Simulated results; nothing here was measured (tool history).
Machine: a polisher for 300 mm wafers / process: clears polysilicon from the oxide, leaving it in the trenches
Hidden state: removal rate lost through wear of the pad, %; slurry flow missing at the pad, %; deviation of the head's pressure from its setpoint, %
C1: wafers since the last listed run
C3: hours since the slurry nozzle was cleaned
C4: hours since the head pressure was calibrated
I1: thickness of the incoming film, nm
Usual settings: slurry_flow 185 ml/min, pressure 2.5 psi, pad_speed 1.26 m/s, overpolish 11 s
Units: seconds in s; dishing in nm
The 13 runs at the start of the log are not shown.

run 14 day=32.725 | slurry_flow=185 pressure=2.5 pad_speed=1.26 overpolish=11 | C1=616 wafers_polished_on_this_pad=1164 C3=163.4 C4=451.3 | I1=363.2 | seconds=21.9 dishing=43.6
run 15 day=34.371 | slurry_flow=185 pressure=2.5 pad_speed=1.26 overpolish=11 | C1=433 wafers_polished_on_this_pad=1597 C3=202.9 C4=490.8 | I1=368.7 | seconds=23.1 dishing=44.1
run 16 day=36.596 | slurry_flow=185 pressure=2.1 pad_speed=1.44 overpolish=11 | C1=585 wafers_polished_on_this_pad=2183 C3=256.3 C4=544.2 | I1=372.9 | seconds=24.9 dishing=43.7
-- day=38.75 head pressure recalibrated
-- day=39.062 slurry nozzle cleaned
-- day=42.029 worn pad replaced by a new one
run 17 day=43.104 | slurry_flow=140 pressure=3.1 pad_speed=0.9 overpolish=11 | C1=1636 wafers_polished_on_this_pad=282 C3=97 C4=104.5 | I1=368.7 | seconds=24.9 dishing=43.4
run 18 day=44.862 | slurry_flow=205 pressure=2.5 pad_speed=1.38 overpolish=13 | C1=462 wafers_polished_on_this_pad=745 C3=139.2 C4=146.7 | I1=375.6 | seconds=20.7 dishing=45.4
run 19 day=46.575 | slurry_flow=215 pressure=1.6 pad_speed=1.44 overpolish=16 | C1=450 wafers_polished_on_this_pad=1196 C3=180.3 C4=187.8 | I1=363.7 | seconds=29.4 dishing=45
run 20 day=48.462 | slurry_flow=185 pressure=2.5 pad_speed=1.62 overpolish=11 | C1=496 wafers_polished_on_this_pad=1692 C3=225.6 C4=233.1 | I1=373.7 | seconds=19.9 dishing=44.9
run 21 day=50.842 | slurry_flow=185 pressure=2.5 pad_speed=1.26 overpolish=11 | C1=626 wafers_polished_on_this_pad=2318 C3=282.7 C4=290.2 | I1=375.6 | seconds=23.5 dishing=44.4
-- day=52.842 slurry nozzle cleaned
run 22 day=53.225 | slurry_flow=185 pressure=2.5 pad_speed=1.26 overpolish=11 | C1=616 wafers_polished_on_this_pad=2935 C3=9.2 C4=347.4 | I1=364.7 | seconds=23.4 dishing=44.1
run 23 day=55.058 | slurry_flow=250 pressure=1.9 pad_speed=1.64 overpolish=7 | C1=482 wafers_polished_on_this_pad=3417 C3=53.2 C4=391.4 | I1=364.6 | seconds=23.3 dishing=41.5
-- day=58.029 worn pad replaced by a new one
run 24 day=59.867 | slurry_flow=130 pressure=2.5 pad_speed=0.96 overpolish=6 | C1=1221 wafers_polished_on_this_pad=483 C3=168.6 C4=506.8 | I1=370.3 | seconds=29.2 dishing=36.4
run 25 day=61.788 | slurry_flow=185 pressure=2.5 pad_speed=0.94 overpolish=4 | C1=505 wafers_polished_on_this_pad=989 C3=214.7 C4=552.9 | I1=371.6 | seconds=28.1 dishing=32.5
run 26 day=63.738 | slurry_flow=240 pressure=2.3 pad_speed=1.26 overpolish=6 | C1=513 wafers_polished_on_this_pad=1502 C3=261.5 C4=599.7 | I1=374.6 | seconds=23.8 dishing=39.6
run 27 day=65.975 | slurry_flow=185 pressure=2.8 pad_speed=1.4 overpolish=8 | C1=588 wafers_polished_on_this_pad=2091 C3=315.2 C4=653.4 | I1=368.1 | seconds=19 dishing=43.5
-- day=66.208 head pressure recalibrated
run 28 day=67.821 | slurry_flow=185 pressure=2.5 pad_speed=1.26 overpolish=11 | C1=463 wafers_polished_on_this_pad=2555 C3=359.5 C4=38.7 | I1=367.8 | seconds=23.3 dishing=45
-- day=68.396 slurry nozzle cleaned
run 29 day=69.712 | slurry_flow=230 pressure=1.7 pad_speed=0.82 overpolish=9 | C1=486 wafers_polished_on_this_pad=3042 C3=31.6 C4=84.1 | I1=369.2 | seconds=43 dishing=37.1
run 30 day=71.85 | slurry_flow=185 pressure=3.2 pad_speed=1.26 overpolish=11 | C1=562 wafers_polished_on_this_pad=3604 C3=82.9 C4=135.4 | I1=365.3 | seconds=19.5 dishing=44.2
-- day=72.925 worn pad replaced by a new one
run 31 day=73.488 | slurry_flow=185 pressure=2.5 pad_speed=1.26 overpolish=11 | C1=387 wafers_polished_on_this_pad=148 C3=122.2 C4=174.7 | I1=372.3 | seconds=22.4 dishing=44.9

Branching from run 31: 4 alternative next runs. What would each branch give?
run A day=73.504 | slurry_flow=185 pressure=2.5 pad_speed=1.1 overpolish=11 | C1=4 wafers_polished_on_this_pad=152 C3=122.6 C4=175.1 | I1=376.6 | seconds=? dishing=?
run B day=73.504 | slurry_flow=205 pressure=3 pad_speed=1.42 overpolish=16 | C1=4 wafers_polished_on_this_pad=152 C3=122.6 C4=175.1 | I1=376.6 | seconds=? dishing=?
run C day=73.504 | slurry_flow=200 pressure=1.6 pad_speed=1.42 overpolish=11 | C1=4 wafers_polished_on_this_pad=152 C3=122.6 C4=175.1 | I1=376.6 | seconds=? dishing=?
run D day=73.504 | slurry_flow=185 pressure=1.8 pad_speed=1.26 overpolish=18 | C1=4 wafers_polished_on_this_pad=152 C3=122.6 C4=175.1 | I1=376.6 | seconds=? dishing=?

run=A seconds=26.1 dishing=43.3
run=B seconds=18.2 dishing=44.3
run=C seconds=30.8 dishing=42.5
run=D seconds=31 dishing=44.1
Stripped of hidden state, with their random variation kept, the same runs would have yielded:
run=A seconds=25.7 dishing=43.4
run=B seconds=18 dishing=44.3
run=C seconds=30.4 dishing=42.6
run=D seconds=30.6 dishing=44.1

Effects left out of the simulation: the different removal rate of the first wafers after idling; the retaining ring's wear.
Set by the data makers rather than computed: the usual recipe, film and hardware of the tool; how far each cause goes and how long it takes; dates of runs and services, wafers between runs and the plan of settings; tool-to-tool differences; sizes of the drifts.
